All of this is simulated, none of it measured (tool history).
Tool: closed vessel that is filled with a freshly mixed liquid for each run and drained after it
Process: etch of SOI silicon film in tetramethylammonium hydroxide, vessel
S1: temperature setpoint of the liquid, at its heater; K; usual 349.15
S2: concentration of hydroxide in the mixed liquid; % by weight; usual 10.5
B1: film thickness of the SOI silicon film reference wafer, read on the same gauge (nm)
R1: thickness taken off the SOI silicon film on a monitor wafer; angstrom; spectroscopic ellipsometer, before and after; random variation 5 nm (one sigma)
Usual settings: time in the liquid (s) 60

{"run": 1, "hour": 0.0, "S1": 349.15, "S2": 11.5, "time in the liquid (s)": 35, "B1": 99.99, "R1": 3581.1}
{"run": 2, "hour": 87.6, "S1": 349.15, "S2": 12, "time in the liquid (s)": 60, "B1": 100.02, "R1": 6008.8}
{"hour": 219.8, "done": "thermometer replaced"}
{"run": 3, "hour": 308.1, "S1": 349.15, "S2": 12, "time in the liquid (s)": 60, "B1": 99.99, "R1": 5716.5}
{"run": 4, "hour": 391.5, "S1": 349.15, "S2": 10.5, "time in the liquid (s)": 60, "B1": 99.99, "R1": 6011.9}
{"run": 5, "hour": 438.0, "S1": 349.15, "S2": 10.5, "time in the liquid (s)": 60, "B1": 100.01, "R1": 5965.1}
{"run": 6, "hour": 476.0, "S1": 349.15, "S2": 10.5, "time in the liquid (s)": 75, "B1": 100.02, "R1": 7538}
{"run": 7, "hour": 547.1, "S1": 354.65, "S2": 10.5, "time in the liquid (s)": 60, "B1": 100.01, "R1": 8240.7}
{"run": 8, "hour": 617.7, "S1": 349.15, "S2": 9.5, "time in the liquid (s)": 60, "B1": 100, "R1": 6294.6}
{"run": 9, "hour": 696.7, "S1": 349.15, "S2": 9.5, "time in the liquid (s)": 60, "B1": 100.01, "R1": 6326.3}
{"run": 10, "hour": 783.4, "S1": 349.15, "S2": 10.5, "time in the liquid (s)": 60, "B1": 99.99, "R1": 6107.2}
{"run": 11, "hour": 832.3, "S1": 349.15, "S2": 10.5, "time in the liquid (s)": 60, "B1": 99.99, "R1": 6113.1}
{"run": 12, "hour": 875.3, "S1": 349.15, "S2": 10.5, "time in the liquid (s)": 60, "B1": 100.01, "R1": 6168.7}
{"run": 13, "hour": 919.5, "S1": 349.15, "S2": 10.5, "time in the liquid (s)": 60, "B1": 100.02, "R1": 6149.1}
{"run": 14, "hour": 958.0, "S1": 349.15, "S2": 10.5, "time in the liquid (s)": 60, "B1": 100.01, "R1": 6224.9}
{"run": 15, "hour": 1065.8, "S1": 356.65, "S2": 13, "time in the liquid (s)": 40, "B1": 99.98, "R1": 5774.1}
{"run": 16, "hour": 1136.7, "S1": 349.15, "S2": 10.5, "time in the liquid (s)": 60, "B1": 100.01, "R1": 6252.6}
{"hour": 1146.8, "done": "hydroxide flow meter replaced"}
{"run": 17, "hour": 1202.9, "S1": 349.15, "S2": 10.5, "time in the liquid (s)": 60, "B1": 100.03, "R1": 6226.3}
{"run": 18, "hour": 1242.9, "S1": 344.15, "S2": 10.5, "time in the liquid (s)": 60, "B1": 100.04, "R1": 4628.5}
{"run": 19, "hour": 1309.0, "S1": 346.65, "S2": 8, "time in the liquid (s)": 70, "B1": 100, "R1": 6873.7}
{"run": 20, "hour": 1366.0, "S1": 349.15, "S2": 8, "time in the liquid (s)": 40, "B1": 99.99, "R1": 4531.8}
{"run": 21, "hour": 1464.1, "S1": 345.65, "S2": 12, "time in the liquid (s)": 80, "B1": 100.03, "R1": 6423.4}
{"hour": 1528.7, "done": "gauge calibrated"}
{"run": 22, "hour": 1559.1, "S1": 349.15, "S2": 10.5, "time in the liquid (s)": 60, "B1": 99.99, "R1": 6366.9}
{"run": 23, "hour": 1664.5, "S1": 349.15, "S2": 13, "time in the liquid (s)": 75, "B1": 99.99, "R1": 7154.6}
{"run": 24, "hour": 1732.0, "S1": 353.15, "S2": 9.5, "time in the liquid (s)": 75, "B1": 100.02, "R1": 10366.2}
{"run": 25, "hour": 1781.5, "S1": 349.15, "S2": 10.5, "time in the liquid (s)": 60, "B1": 100, "R1": 6462.7}
{"hour": 1835.8, "done": "thermometer replaced"}
{"run": 26, "hour": 1885.8, "S1": 345.65, "S2": 8.5, "time in the liquid (s)": 85, "B1": 100.03, "R1": 7514.7}
{"run": 27, "hour": 1976.9, "S1": 349.15, "S2": 10.5, "time in the liquid (s)": 60, "B1": 99.99, "R1": 5962.1}
{"run": 28, "hour": 2027.8, "S1": 346.65, "S2": 9, "time in the liquid (s)": 50, "B1": 99.99, "R1": 4610.7}
{"run": 29, "hour": 2093.6, "S1": 349.15, "S2": 8.5, "time in the liquid (s)": 75, "B1": 100.02, "R1": 8214.8}
{"run": 30, "hour": 2177.4, "S1": 346.15, "S2": 8.5, "time in the liquid (s)": 85, "B1": 100, "R1": 7796.2}
{"run": 31, "hour": 2257.1, "S1": 353.15, "S2": 9.5, "time in the liquid (s)": 35, "B1": 99.98, "R1": 4662.8}
{"run": 32, "hour": 2360.0, "S1": 353.15, "S2": 12.5, "time in the liquid (s)": 60, "B1": 99.99, "R1": 7085.5}
{"run": 33, "hour": 2454.7, "S1": 354.15, "S2": 8.5, "time in the liquid (s)": 90, "B1": 100, "R1": 13066.4}
{"run": 34, "hour": 2542.7, "S1": 353.15, "S2": 9.5, "time in the liquid (s)": 75, "B1": 100.01, "R1": 9992.3}

3 ways to go on from here, each from the tool as it stands after run 34. What would each give?
{"run": "A", "hour": 2543.4, "S1": 349.15, "S2": 10.5, "time in the liquid (s)": 60, "B1": "?", "R1": "?"}
{"run": "B", "hour": 2543.4, "S1": 356.65, "S2": 12, "time in the liquid (s)": 60, "B1": "?", "R1": "?"}
{"run": "C", "hour": 2543.4, "S1": 349.15, "S2": 9, "time in the liquid (s)": 85, "B1": "?", "R1": "?"}

run=A B1=100.01 R1=6230.6
run=B B1=100.01 R1=8980.3
run=C B1=100.01 R1=9346.7
Without the tool's hidden state the same runs would have given:
run=A R1=6043
run=B R1=8720.9
run=C R1=9065.3

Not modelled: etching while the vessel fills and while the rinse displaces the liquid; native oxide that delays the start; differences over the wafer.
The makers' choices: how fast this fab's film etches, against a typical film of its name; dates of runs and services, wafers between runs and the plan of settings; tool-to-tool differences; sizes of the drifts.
